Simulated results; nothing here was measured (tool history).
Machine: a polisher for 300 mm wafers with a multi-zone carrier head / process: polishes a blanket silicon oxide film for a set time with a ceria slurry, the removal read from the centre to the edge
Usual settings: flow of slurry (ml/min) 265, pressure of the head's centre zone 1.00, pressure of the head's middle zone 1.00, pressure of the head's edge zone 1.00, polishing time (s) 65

run   hour  flow of slurry (ml/min)  pressure of the head's centre zone  pressure of the head's middle zone  pressure of the head's edge zone  polishing time (s)  incoming thickness of the incoming film, nm  film removed at the wafer's centre (Å)  film removed at mid-radius (Å)  film removed at the wafer's edge (Å)
  1    0.0                      265                                1.00                                1.00                              1.00                  65                                        796.1                                    2383                            2449                                  2325
      12.0  -- worn pad replaced by a new one
  2  126.7                      265                                1.00                                1.00                              1.00                  65                                        782.2                                    2488                            2513                                  2462
  3  183.5                      265                                1.00                                1.00                              1.00                  74                                        776.5                                    2767                            2805                                  2714
     225.7  -- worn pad replaced by a new one
  4  243.2                      265                                1.00                                1.00                              1.00                  74                                        789.0                                    2861                            2839                                  2859
  5  287.2                      265                                1.00                                1.00                              1.00                  74                                        785.9                                    2839                            2877                                  2786
  6  368.2                      265                                1.00                                1.00                              1.00                  65                                        782.2                                    2422                            2496                                  2346
  7  439.4                      265                                1.00                                1.00                              1.00                  65                                        787.9                                    2372                            2377                                  2335
     444.7  -- worn pad replaced by a new one
  8  522.4                      265                                1.00                                1.00                              1.00                  65                                        777.8                                    2516                            2513                                  2485
     555.8  -- slurry nozzle cleaned
     570.1  -- centre zone pressure recalibrated
  9  574.8                      265                                1.00                                1.00                              1.00                  65                                        794.6                                    2490                            2478                                  2405
     667.2  -- worn pad replaced by a new one
 10  667.7                      265                                1.00                                1.00                              1.00                  65                                        790.5                                    2554                            2542                                  2523
 11  710.7                      265                                1.00                                1.00                              1.00                  74                                        789.2                                    2864                            2915                                  2842
 12  766.3                      265                                1.00                                0.91                              1.10                  65                                        786.0                                    2526                            2303                                  2567
     813.4  -- carrier head's membrane replaced by a new one
 13  834.4                      265                                1.00                                1.00                              1.12                  79                                        780.0                                    2955                            2995                                  3183
     886.6  -- edge zone pressure recalibrated
     910.6  -- worn pad replaced by a new one
 14  912.4                      265                                1.00                                1.00                              1.00                  65                                        778.4                                    2574                            2560                                  2481
 15  975.8                      350                                1.00                                1.05                              1.00                  48                                        784.6                                    1910                            1962                                  1903

Run 16 has not been measured yet. What should we expect?
 16  1033.1                      265                                0.94                                0.91                              1.06                  71                                        772.9                                       ?                               ?                                     ?

{"run 16": {"film removed at the wafer's centre (Å)": 2539, "film removed at mid-radius (Å)": 2508, "film removed at the wafer's edge (Å)": 2784}}
Minus the tool's unlogged condition, the same run would have read film removed at the wafer's centre (Å) 2639, film removed at mid-radius (Å) 2607, film removed at the wafer's edge (Å) 2894.
